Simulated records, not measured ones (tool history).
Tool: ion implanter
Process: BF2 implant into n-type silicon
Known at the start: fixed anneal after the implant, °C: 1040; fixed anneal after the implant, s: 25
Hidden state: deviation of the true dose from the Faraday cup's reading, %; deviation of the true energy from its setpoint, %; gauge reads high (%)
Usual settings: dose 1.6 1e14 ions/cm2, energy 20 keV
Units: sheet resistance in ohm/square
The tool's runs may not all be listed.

run	hour	dose	energy	wafers since the last listed run	hours since the last dose calibration	hours since the extraction supply was calibrated	hours since the gauge calibration	read-back reference wafer on the same gauge, sheet resistance	sheet resistance
1	0	1.6	20	0	2348.4	3272.6	226.7	739.16	704.9
2	23.6	1.6	20	362	2372	3296.2	250.3	739.24	707.7
3	43.9	1.6	20	311	2392.3	3316.5	270.6	739.49	709.18
4	58.7	1.6	20	227	2407.1	3331.3	285.4	739.35	708.63
5	78.9	1.6	20	309	2427.3	3351.5	305.6	739.11	710.21
6	92.7	1.6	20	211	2441.1	3365.3	319.4	738.77	712.45
7	124.8	1.6	20	492	2473.2	3397.4	351.5	738.39	708.73
# hour 154.3: gauge calibrated
8	155.5	1.6	20	470	2503.9	3428.1	1.2	738.88	713.37
# hour 185.3: Faraday cup replaced and dose calibrated
9	185.8	1.6	20	342	0.5	3458.4	31.5	739.37	677.8
10	211.9	1.6	20	400	26.6	3484.5	57.6	738.68	678.73
11	247.4	1.6	24.5	544	62.1	3520	93.1	739.48	663.23
12	282.9	2.08	26	544	97.6	3555.5	128.6	739.05	529.54
13	305.8	1.6	20	351	120.5	3578.4	151.5	738.62	681.14
14	340.6	1.6	20	533	155.3	3613.2	186.3	738.74	680.44
15	358	1.13	13	266	172.7	3630.6	203.7	739.11	955.48
# hour 366.7: extraction supply calibrated
16	462.9	1.19	20	1486	277.6	96.2	308.6	739.13	871.06
17	484.2	1.21	20	326	298.9	117.5	329.9	739	860.28
18	500.5	2.05	15	250	315.2	133.8	346.2	738.72	566.92

Forecast each of these 4 alternatives for the next run:
A	500.9	1.6	20	6	315.6	134.2	346.6	?	?
B	500.9	1.76	24	6	315.6	134.2	346.6	?	?
C	500.9	1.91	17.5	6	315.6	134.2	346.6	?	?
D	500.9	1.38	22.5	6	315.6	134.2	346.6	?	?

run	read-back reference wafer on the same gauge, sheet resistance	sheet resistance
A	738.79	678.9
B	738.79	614.21
C	738.79	591.92
D	738.79	758.73
Without the tool's hidden state the same runs would have given:
run	sheet resistance
A	673.21
B	609.09
C	586.91
D	752.45
